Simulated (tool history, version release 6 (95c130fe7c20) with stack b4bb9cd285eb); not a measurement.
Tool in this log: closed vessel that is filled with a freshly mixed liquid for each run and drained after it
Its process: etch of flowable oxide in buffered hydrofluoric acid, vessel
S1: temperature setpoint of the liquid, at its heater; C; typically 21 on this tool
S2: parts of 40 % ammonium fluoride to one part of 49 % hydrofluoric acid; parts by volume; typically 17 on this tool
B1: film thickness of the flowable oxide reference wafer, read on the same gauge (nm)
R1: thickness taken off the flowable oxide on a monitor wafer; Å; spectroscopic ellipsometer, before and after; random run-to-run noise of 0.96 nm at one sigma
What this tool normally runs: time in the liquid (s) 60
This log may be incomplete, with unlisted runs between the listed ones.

{"run": 1, "hour": 0.0, "S1": 19, "S2": 17, "time in the liquid (s)": 60, "B1": 29.95, "R1": 1117.4}
{"hour": 11.5, "done": "hydrofluoric acid flow meter replaced"}
{"run": 2, "hour": 31.6, "S1": 21, "S2": 17, "time in the liquid (s)": 60, "B1": 29.99, "R1": 1208.2}
{"run": 3, "hour": 168.2, "S1": 21, "S2": 17, "time in the liquid (s)": 60, "B1": 29.94, "R1": 1215.2}
{"run": 4, "hour": 210.7, "S1": 21, "S2": 17, "time in the liquid (s)": 60, "B1": 29.99, "R1": 1243.9}
{"run": 5, "hour": 249.4, "S1": 21, "S2": 17, "time in the liquid (s)": 60, "B1": 29.97, "R1": 1234.9}
{"run": 6, "hour": 273.8, "S1": 21, "S2": 17, "time in the liquid (s)": 45, "B1": 30.04, "R1": 927.5}
{"run": 7, "hour": 344.5, "S1": 21, "S2": 17, "time in the liquid (s)": 60, "B1": 30.02, "R1": 1220.6}
{"run": 8, "hour": 384.5, "S1": 21, "S2": 17, "time in the liquid (s)": 60, "B1": 29.99, "R1": 1249.2}
{"run": 9, "hour": 428.4, "S1": 21, "S2": 19.5, "time in the liquid (s)": 60, "B1": 29.97, "R1": 1096.9}
{"run": 10, "hour": 489.3, "S1": 21, "S2": 19.5, "time in the liquid (s)": 60, "B1": 30, "R1": 1101}
{"run": 11, "hour": 533.6, "S1": 21, "S2": 19.5, "time in the liquid (s)": 60, "B1": 29.99, "R1": 1073.5}
{"run": 12, "hour": 558.0, "S1": 21, "S2": 17, "time in the liquid (s)": 60, "B1": 29.99, "R1": 1257.6}
{"run": 13, "hour": 587.9, "S1": 21, "S2": 17, "time in the liquid (s)": 60, "B1": 29.97, "R1": 1277}
{"run": 14, "hour": 648.3, "S1": 21, "S2": 13, "time in the liquid (s)": 50, "B1": 29.99, "R1": 1383.4}
{"run": 15, "hour": 691.7, "S1": 21, "S2": 13, "time in the liquid (s)": 50, "B1": 29.96, "R1": 1369.2}
{"run": 16, "hour": 742.4, "S1": 21, "S2": 13, "time in the liquid (s)": 50, "B1": 30.03, "R1": 1395.5}
{"hour": 775.2, "done": "thermometer replaced"}
{"run": 17, "hour": 780.5, "S1": 21, "S2": 17, "time in the liquid (s)": 60, "B1": 29.97, "R1": 1152.6}
{"run": 18, "hour": 830.4, "S1": 21, "S2": 10, "time in the liquid (s)": 90, "B1": 29.98, "R1": 2823.1}
{"run": 19, "hour": 869.0, "S1": 21, "S2": 17, "time in the liquid (s)": 60, "B1": 30.03, "R1": 1157.5}
{"run": 20, "hour": 939.0, "S1": 21, "S2": 17, "time in the liquid (s)": 60, "B1": 29.93, "R1": 1156.3}
{"hour": 949.4, "done": "gauge calibrated"}
{"run": 21, "hour": 987.4, "S1": 21, "S2": 10.5, "time in the liquid (s)": 85, "B1": 29.98, "R1": 2622.1}
{"run": 22, "hour": 1033.8, "S1": 17, "S2": 17, "time in the liquid (s)": 60, "B1": 30, "R1": 931.6}
{"hour": 1072.1, "done": "hydrofluoric acid flow meter replaced"}
{"run": 23, "hour": 1079.9, "S1": 23.5, "S2": 12, "time in the liquid (s)": 70, "B1": 30.01, "R1": 2109.4}
{"run": 24, "hour": 1151.7, "S1": 21, "S2": 17, "time in the liquid (s)": 75, "B1": 29.98, "R1": 1404.3}
{"run": 25, "hour": 1197.1, "S1": 23, "S2": 11.5, "time in the liquid (s)": 60, "B1": 30.01, "R1": 1808.9}
{"run": 26, "hour": 1248.9, "S1": 25.5, "S2": 14.5, "time in the liquid (s)": 60, "B1": 29.97, "R1": 1689.3}
{"run": 27, "hour": 1287.2, "S1": 18.5, "S2": 22.5, "time in the liquid (s)": 75, "B1": 30.04, "R1": 963.3}
{"run": 28, "hour": 1316.9, "S1": 19.5, "S2": 11.5, "time in the liquid (s)": 30, "B1": 29.99, "R1": 769.8}
{"run": 29, "hour": 1369.0, "S1": 21, "S2": 23.5, "time in the liquid (s)": 60, "B1": 30.01, "R1": 850.7}
{"run": 30, "hour": 1411.9, "S1": 19.5, "S2": 11.5, "time in the liquid (s)": 30, "B1": 29.98, "R1": 773.7}
{"run": 31, "hour": 1442.5, "S1": 19.5, "S2": 11.5, "time in the liquid (s)": 30, "B1": 29.97, "R1": 770.4}
{"run": 32, "hour": 1495.4, "S1": 23.5, "S2": 17, "time in the liquid (s)": 60, "B1": 30.01, "R1": 1332.7}
{"run": 33, "hour": 1551.1, "S1": 21, "S2": 17, "time in the liquid (s)": 60, "B1": 29.98, "R1": 1165.6}
{"run": 34, "hour": 1577.0, "S1": 17, "S2": 10, "time in the liquid (s)": 60, "B1": 30.01, "R1": 1557.8}

Measured result minus the same run's result without the hidden state. Both carry the same run-to-run variation, though not necessarily the same gauge scatter:
The tool's hidden condition here consists of: liquid hotter than its thermometer reads (K); hydrofluoric acid flow above the setpoint (%); gauge reads high (%).
run=1 R1=+174
run=2 R1=+132
run=3 R1=+148.3
run=4 R1=+156.3
run=5 R1=+159.3
run=6 R1=+122.1
run=7 R1=+167.8
run=8 R1=+176.6
run=9 R1=+159.6
run=10 R1=+166
run=11 R1=+165.7
run=12 R1=+196.5
run=13 R1=+203.1
run=14 R1=+226.5
run=15 R1=+229.5
run=16 R1=+239.7
run=17 R1=+75.1
run=18 R1=+148.4
run=19 R1=+85.5
run=20 R1=+93.1
run=21 R1=+210.1
run=22 R1=+84
run=23 R1=+81.6
run=24 R1=+65.3
run=25 R1=+91.1
run=26 R1=+92.6
run=27 R1=+52.8
run=28 R1=+48.5
run=29 R1=+51.8
run=30 R1=+55.8
run=31 R1=+57.5
run=32 R1=+105.5
run=33 R1=+98.9
run=34 R1=+120
